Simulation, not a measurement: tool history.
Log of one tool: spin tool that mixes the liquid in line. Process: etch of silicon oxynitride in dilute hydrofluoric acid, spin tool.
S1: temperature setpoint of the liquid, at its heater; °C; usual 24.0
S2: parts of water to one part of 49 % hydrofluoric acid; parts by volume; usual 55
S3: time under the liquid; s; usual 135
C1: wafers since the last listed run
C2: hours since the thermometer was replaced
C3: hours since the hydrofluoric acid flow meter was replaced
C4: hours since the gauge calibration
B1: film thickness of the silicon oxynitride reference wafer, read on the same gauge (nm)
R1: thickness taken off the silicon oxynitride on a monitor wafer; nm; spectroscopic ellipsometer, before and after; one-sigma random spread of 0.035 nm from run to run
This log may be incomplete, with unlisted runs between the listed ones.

run,hour,S1,S2,S3,C1,C2,C3,C4,B1,R1
1,0.0,20.5,65,135,0,379.4,1309.0,1182.5,109.99,6.06
2,96.9,20.5,65,135,510,476.3,1405.9,1279.4,110.05,6.03
3,173.7,24.0,55,135,404,553.1,1482.7,1356.2,110.00,8.54
# hour 223.5: gauge calibrated
4,276.3,24.0,55,135,540,655.7,1585.3,52.8,109.99,8.57
5,362.7,24.0,55,135,455,742.1,1671.7,139.2,109.98,8.47
# hour 431.7: thermometer replaced
6,463.2,24.0,55,135,524,31.5,1772.2,239.7,110.02,8.56
7,554.7,24.0,45,85,481,123.0,1863.7,331.2,110.00,6.61
8,600.6,24.0,45,85,241,168.9,1909.6,377.1,109.99,6.67
9,676.0,25.5,45,135,397,244.3,1985.0,452.5,110.05,11.30
10,749.5,25.5,45,135,387,317.8,2058.5,526.0,110.01,11.35
11,819.4,24.0,55,135,368,387.7,2128.4,595.9,109.96,8.61
12,896.3,24.0,55,135,405,464.6,2205.3,672.8,109.99,8.56
13,936.8,24.0,55,135,213,505.1,2245.8,713.3,110.02,8.55
14,1009.4,24.0,55,75,382,577.7,2318.4,785.9,109.98,4.77
# hour 1063.5: hydrofluoric acid flow meter replaced
15,1088.9,24.0,25,135,413,657.2,25.4,865.4,109.94,19.33
16,1166.7,28.5,30,180,409,735.0,103.2,943.2,110.03,26.72
# hour 1220.2: thermometer replaced
17,1225.4,24.0,85,135,303,5.2,161.9,1001.9,110.00,5.36
18,1319.3,21.0,30,135,494,99.1,255.8,1095.8,110.00,13.89
19,1411.3,21.0,35,135,484,191.1,347.8,1187.8,110.01,11.75
# hour 1435.3: gauge calibrated
20,1466.0,27.0,65,135,288,245.8,402.5,30.7,110.02,8.24
21,1578.4,24.0,80,160,592,358.2,514.9,143.1,110.00,6.82
22,1658.0,24.0,55,135,419,437.8,594.5,222.7,109.99,8.55
23,1744.3,24.0,40,95,454,524.1,680.8,309.0,110.01,8.33
24,1803.3,24.0,55,135,310,583.1,739.8,368.0,109.99,8.63

Run 25 is up next; what results do you expect?
25,1890.2,24.0,55,135,457,670.0,826.7,454.9,?,?

{"run 25": {"B1": 109.98, "R1": 8.59}}
Minus the tool's unlogged condition, the same run would have read R1 8.59 nm.
